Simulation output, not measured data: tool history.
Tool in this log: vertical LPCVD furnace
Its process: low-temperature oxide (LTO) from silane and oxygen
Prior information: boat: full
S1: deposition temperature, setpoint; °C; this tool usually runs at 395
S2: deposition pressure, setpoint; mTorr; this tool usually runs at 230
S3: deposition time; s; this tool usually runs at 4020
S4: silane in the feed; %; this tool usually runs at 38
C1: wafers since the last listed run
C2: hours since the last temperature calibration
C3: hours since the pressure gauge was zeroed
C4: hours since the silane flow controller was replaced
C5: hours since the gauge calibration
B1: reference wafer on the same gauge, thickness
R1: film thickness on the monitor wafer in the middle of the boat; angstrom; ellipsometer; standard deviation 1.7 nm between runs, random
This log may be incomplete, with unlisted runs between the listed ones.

Run 1, hour 0: usual settings but S2 215 mTorr; C1 0; C2 1477.9; C3 3388.9; C4 5546; C5 31.1; B1 626.43. Result: R1 5754.4 angstrom.
Run 2, hour 101: usual settings but S2 215 mTorr; C1 870; C2 1578.9; C3 3489.9; C4 5647; C5 132.1; B1 625.8. Result: R1 5725.5 angstrom.
Run 3, hour 155.9: usual settings but S2 215 mTorr; C1 473; C2 1633.8; C3 3544.8; C4 5701.9; C5 187; B1 626.03. Result: R1 5733.8 angstrom.
Run 4, hour 242.4: usual settings; C1 745; C2 1720.3; C3 3631.3; C4 5788.4; C5 273.5; B1 626.26. Result: R1 6108.7 angstrom.
Run 5, hour 319.8: usual settings but S2 195 mTorr, S4 36 %; C1 667; C2 1797.7; C3 3708.7; C4 5865.8; C5 350.9; B1 626.08. Result: R1 4825.7 angstrom.
Run 6, hour 426: usual settings; C1 915; C2 1903.9; C3 3814.9; C4 5972; C5 457.1; B1 625.84. Result: R1 6132.5 angstrom.
Run 7, hour 491.5: usual settings; C1 564; C2 1969.4; C3 3880.4; C4 6037.5; C5 522.6; B1 625.62. Result: R1 6106.3 angstrom.
At hour 574.3: pressure gauge zeroed.
Run 8, hour 584.6: usual settings; C1 595; C2 2062.5; C3 10.3; C4 6130.6; C5 615.7; B1 626.17. Result: R1 6117.6 angstrom.
At hour 621.7: thermocouples replaced and temperature profile calibrated.
Run 9, hour 659.4: usual settings but S1 386 °C; C1 437; C2 37.7; C3 85.1; C4 6205.4; C5 690.5; B1 625.58. Result: R1 5475.6 angstrom.
Run 10, hour 710.4: usual settings but S1 386 °C; C1 439; C2 88.7; C3 136.1; C4 6256.4; C5 741.5; B1 625.88. Result: R1 5487 angstrom.
Run 11, hour 806: usual settings but S2 250 mTorr, S4 43 %; C1 824; C2 184.3; C3 231.7; C4 6352; C5 837.1; B1 625.73. Result: R1 7743 angstrom.
At hour 842.5: silane flow controller replaced.
Run 12, hour 875.1: usual settings but S2 260 mTorr, S3 2700 s; C1 388; C2 253.4; C3 300.8; C4 32.6; C5 906.2; B1 626.25. Result: R1 4864.6 angstrom.
Run 13, hour 1139.8: usual settings but S2 180 mTorr, S4 42 %; C1 2281; C2 518.1; C3 565.5; C4 297.3; C5 1170.9; B1 626.2. Result: R1 5666.5 angstrom.
Run 14, hour 1232.7: usual settings but S1 402 °C; C1 800; C2 611; C3 658.4; C4 390.2; C5 1263.8; B1 625.71. Result: R1 6914.3 angstrom.
Run 15, hour 1305.9: usual settings but S2 215 mTorr; C1 631; C2 684.2; C3 731.6; C4 463.4; C5 1337; B1 625.51. Result: R1 5933.3 angstrom.
At hour 1388.3: gauge calibrated.
Run 16, hour 1396.2: usual settings but S2 185 mTorr; C1 778; C2 774.5; C3 821.9; C4 553.7; C5 7.9; B1 626.14. Result: R1 5128.8 angstrom.
Run 17, hour 1498.1: usual settings but S2 215 mTorr; C1 878; C2 876.4; C3 923.8; C4 655.6; C5 109.8; B1 625.95. Result: R1 5947.9 angstrom.
Run 18, hour 1539.8: usual settings; C1 359; C2 918.1; C3 965.5; C4 697.3; C5 151.5; B1 625.72. Result: R1 6394.6 angstrom.
Run 19, hour 1583.5: usual settings but S2 200 mTorr, S4 36 %; C1 376; C2 961.8; C3 1009.2; C4 741; C5 195.2; B1 625.7. Result: R1 5170.3 angstrom.
Run 20, hour 1659: usual settings; C1 650; C2 1037.3; C3 1084.7; C4 816.5; C5 270.7; B1 626.24. Result: R1 6329.9 angstrom.
Run 21, hour 1699.4: usual settings but S1 388 °C, S4 36 %; C1 348; C2 1077.7; C3 1125.1; C4 856.9; C5 311.1; B1 626.21. Result: R1 5450.4 angstrom.
Run 22, hour 1743.7: usual settings but S1 398 °C; C1 381; C2 1122; C3 1169.4; C4 901.2; C5 355.4; B1 626.07. Result: R1 6593.4 angstrom.
Run 23, hour 1792.8: usual settings but S3 4920 s; C1 423; C2 1171.1; C3 1218.5; C4 950.3; C5 404.5; B1 626.03. Result: R1 7782.6 angstrom.

What was the tool's hidden state at every run in the log?
true tube temperature minus thermocouple reading, K: 0, the same for each run
true pressure minus gauge reading, mTorr: 0, the same for each run
gauge reads high (%): 0, the same for each run
H1: deviation of the silane flow from its setpoint, %
run      H1
  1    -5.4
  2   -5.49
  3   -5.55
  4   -5.63
  5   -5.71
  6   -5.81
  7   -5.87
  8   -5.96
  9   -6.04
 10   -6.09
 11   -6.18
 12  -0.241
 13  -0.498
 14  -0.589
 15   -0.66
 16  -0.747
 17  -0.846
 18  -0.887
 19  -0.929
 20      -1
 21   -1.04
 22   -1.08
 23   -1.13
